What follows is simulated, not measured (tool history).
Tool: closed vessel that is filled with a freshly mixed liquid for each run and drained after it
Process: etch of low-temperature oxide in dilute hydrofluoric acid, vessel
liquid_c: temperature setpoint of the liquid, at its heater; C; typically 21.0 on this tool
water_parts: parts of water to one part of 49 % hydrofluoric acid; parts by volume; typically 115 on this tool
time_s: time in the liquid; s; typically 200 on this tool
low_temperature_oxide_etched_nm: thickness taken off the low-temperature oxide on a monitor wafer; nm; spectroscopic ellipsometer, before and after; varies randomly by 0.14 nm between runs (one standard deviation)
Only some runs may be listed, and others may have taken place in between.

| run | day | liquid_c | water_parts | time_s | read-back film thickness of the low-temperature oxide reference wafer, read on the same gauge (nm) | low_temperature_oxide_etched_nm |
|---|---|---|---|---|---|---|
| 1 | 0.000 | 21.0 | 115 | 200 | 90.01 | 26.82 |
| 2 | 2.667 | 21.0 | 115 | 200 | 90.00 | 27.17 |
| 3 | 4.671 | 23.0 | 115 | 200 | 90.00 | 29.34 |
| 4 | 6.621 | 23.0 | 115 | 200 | 90.01 | 29.41 |
| 5 | 9.183 | 23.0 | 115 | 200 | 89.99 | 29.57 |
| 6 | 11.704 | 21.0 | 115 | 200 | 89.98 | 27.11 |
| 7 | 13.283 | 21.0 | 100 | 200 | 90.03 | 31.90 |
| 8 | 15.575 | 21.0 | 100 | 200 | 90.03 | 31.83 |
| 9 | 16.871 | 21.0 | 115 | 200 | 89.99 | 27.50 |
| 10 | 19.688 | 21.0 | 115 | 200 | 90.00 | 27.48 |
| 11 | 21.008 | 21.0 | 115 | 200 | 90.00 | 27.69 |
| 12 | 22.500 | 18.5 | 115 | 280 | 89.98 | 34.88 |
| 13 | 24.875 | 18.0 | 115 | 200 | 89.99 | 24.54 |
| 14 | 25.975 | 21.0 | 115 | 200 | 90.00 | 27.26 |
| 15 | 28.429 | 17.5 | 115 | 200 | 90.01 | 24.00 |
| 16 | 29.642 | 19.5 | 95 | 150 | 89.98 | 24.05 |
|  | 30.271 | hydrofluoric acid flow meter replaced |
| 17 | 32.492 | 24.0 | 80 | 95 | 89.99 | 22.19 |
| 18 | 34.879 | 24.5 | 135 | 200 | 90.00 | 26.27 |
|  | 35.167 | gauge calibrated |
| 19 | 36.675 | 21.0 | 115 | 245 | 90.00 | 33.72 |
| 20 | 38.279 | 24.5 | 115 | 240 | 89.99 | 38.65 |
| 21 | 39.312 | 18.5 | 95 | 315 | 90.01 | 48.49 |
| 22 | 42.288 | 21.0 | 115 | 200 | 89.99 | 27.77 |
|  | 42.575 | thermometer replaced |
| 23 | 43.971 | 22.5 | 115 | 95 | 90.03 | 13.72 |
| 24 | 49.904 | 21.0 | 115 | 105 | 90.02 | 14.14 |
| 25 | 52.829 | 19.5 | 155 | 245 | 90.00 | 22.27 |
| 26 | 55.721 | 21.0 | 145 | 200 | 90.00 | 20.74 |
| 27 | 58.438 | 21.0 | 115 | 200 | 89.98 | 27.46 |
| 28 | 60.083 | 17.0 | 115 | 85 | 89.98 | 9.87 |
| 29 | 62.221 | 19.5 | 160 | 200 | 90.01 | 17.63 |
| 30 | 64.892 | 21.0 | 165 | 200 | 90.02 | 17.92 |
| 31 | 66.533 | 21.0 | 115 | 200 | 90.01 | 27.32 |

Branching from run 31: 5 alternative next runs. What would each branch give?
| A | 66.562 | 21.0 | 115 | 200 | ? | ? |
| B | 66.562 | 18.5 | 70 | 250 | ? | ? |
| C | 66.562 | 21.0 | 135 | 200 | ? | ? |
| D | 66.562 | 21.0 | 160 | 200 | ? | ? |
| E | 66.562 | 21.0 | 100 | 305 | ? | ? |

| run | read-back film thickness of the low-temperature oxide reference wafer, read on the same gauge (nm) | low_temperature_oxide_etched_nm |
|---|---|---|
| A | 90.01 | 27.23 |
| B | 90.01 | 53.08 |
| C | 90.01 | 22.68 |
| D | 90.01 | 18.63 |
| E | 90.01 | 48.57 |
Without the tool's unlogged condition, the same runs would have read:
| run | low_temperature_oxide_etched_nm |
|---|---|
| A | 26.80 |
| B | 52.21 |
| C | 22.33 |
| D | 18.35 |
| E | 47.81 |

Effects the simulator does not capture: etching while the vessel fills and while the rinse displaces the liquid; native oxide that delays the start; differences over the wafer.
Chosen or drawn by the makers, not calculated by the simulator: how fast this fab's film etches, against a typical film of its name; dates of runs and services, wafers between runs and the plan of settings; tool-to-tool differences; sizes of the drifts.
